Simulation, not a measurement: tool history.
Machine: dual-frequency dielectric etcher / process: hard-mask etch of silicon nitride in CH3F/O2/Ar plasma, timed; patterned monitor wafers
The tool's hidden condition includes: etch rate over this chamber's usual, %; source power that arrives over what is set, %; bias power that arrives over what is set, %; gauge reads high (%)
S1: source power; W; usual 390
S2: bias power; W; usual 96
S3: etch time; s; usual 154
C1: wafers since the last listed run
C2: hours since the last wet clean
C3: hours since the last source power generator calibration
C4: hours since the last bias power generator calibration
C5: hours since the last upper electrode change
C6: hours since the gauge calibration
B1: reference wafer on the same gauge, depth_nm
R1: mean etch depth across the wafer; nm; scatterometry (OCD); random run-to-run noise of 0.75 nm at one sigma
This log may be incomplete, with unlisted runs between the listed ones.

run	hour	S1	S2	S3	C1	C2	C3	C4	C5	C6	B1	R1
1	0	390	115	154	0	396.7	574.2	737.2	4817.7	340.2	129.3	138.2
# hour 66.2: wet clean of the chamber
2	66.7	390	115	154	291	0.5	640.9	803.9	4884.4	406.9	129.1	138.2
3	146.6	390	96	154	545	80.4	720.8	883.8	4964.3	486.8	129.1	128.3
4	203.3	390	108	154	387	137.1	777.5	940.5	5021	543.5	128.9	135.1
5	307.7	390	108	154	712	241.5	881.9	1044.9	5125.4	647.9	128.7	136
6	413	390	96	154	719	346.8	987.2	1150.2	5230.7	753.2	129	127.5
# hour 462.5: wet clean of the chamber
7	463	390	96	154	177	0.5	1037.2	1200.2	5280.7	803.2	129	127.6
8	731.6	390	96	154	1834	269.1	1305.8	1468.8	5549.3	1071.8	128.9	127
# hour 824.8: gauge calibrated
9	838.9	450	107	154	732	376.4	1413.1	1576.1	5656.6	14.1	129.3	144.6
# hour 883.3: wet clean of the chamber
10	1047.8	390	96	154	1262	164.5	1622	1785	5865.5	223	128.9	127.4
11	1115.2	390	96	154	460	231.9	1689.4	1852.4	5932.9	290.4	129	127.4
12	1163.2	390	96	154	327	279.9	1737.4	1900.4	5980.9	338.4	129.1	127.1
# hour 1248.6: upper electrode replaced
13	1266.5	390	96	154	541	383.2	1840.7	2003.7	17.9	441.7	128.8	126.8
# hour 1286.9: bias power generator calibrated
# hour 1302.7: wet clean of the chamber
14	1359.1	450	75	154	497	56.4	1933.3	72.2	110.5	534.3	129.1	122.7
15	1401.8	390	96	154	291	99.1	1976	114.9	153.2	577	128.8	127.9
16	1505	360	86	192	704	202.3	2079.2	218.1	256.4	680.2	129	142.6
17	1561	460	73	154	382	258.3	2135.2	274.1	312.4	736.2	129.3	121.8
18	1654	390	115	166.5	635	351.3	2228.2	367.1	405.4	829.2	128.5	151.9
19	1693.1	340	109	128	267	390.4	2267.3	406.2	444.5	868.3	129.3	103.1
# hour 1780.6: wet clean of the chamber
20	1781.1	420	84	182	437	0.5	2355.3	494.2	532.5	956.3	129.1	146.6
# hour 1822.2: source power generator calibrated
21	1877.3	390	104	154	629	96.7	55.1	590.4	628.7	1052.5	129	133
# hour 1886.5: gauge calibrated
22	1932	300	96	185.5	373	151.4	109.8	645.1	683.4	45.5	129	129.6
23	2034.4	310	96	154	699	253.8	212.2	747.5	785.8	147.9	128.9	110.9
24	2112.5	390	96	154	533	331.9	290.3	825.6	863.9	226	129	126.8
25	2155.2	430	105	140	291	374.6	333	868.3	906.6	268.7	129	127.3
# hour 2205.2: wet clean of the chamber
26	2223.2	430	105	140	300	18	401	936.3	974.6	336.7	129	127.8
27	2296.1	460	75	169	497	90.9	473.9	1009.2	1047.5	409.6	128.6	135.8

For each entry between runs, how does the tool's hidden state at the last listed run before it compare with that at the first listed run after it?
Run 1 -> run 2: wet clean of the chamber (hour 66.2)
  no difference in the tool's unlogged condition between these two runs
Run 6 -> run 7: wet clean of the chamber (hour 462.5)
  no difference in the tool's unlogged condition between these two runs
Run 8 -> run 9: gauge calibrated (hour 824.8)
  no difference in the tool's unlogged condition between these two runs
Run 9 -> run 10: wet clean of the chamber (hour 883.3)
  no difference in the tool's unlogged condition between these two runs
Run 12 -> run 13: upper electrode replaced (hour 1248.6)
  no difference in the tool's unlogged condition between these two runs
Run 13 -> run 14: bias power generator calibrated (hour 1286.9); wet clean of the chamber (hour 1302.7)
  no difference in the tool's unlogged condition between these two runs
Run 19 -> run 20: wet clean of the chamber (hour 1780.6)
  no difference in the tool's unlogged condition between these two runs
Run 20 -> run 21: source power generator calibrated (hour 1822.2)
  no difference in the tool's unlogged condition between these two runs
Run 21 -> run 22: gauge calibrated (hour 1886.5)
  no difference in the tool's unlogged condition between these two runs
Run 25 -> run 26: wet clean of the chamber (hour 2205.2)
  no difference in the tool's unlogged condition between these two runs
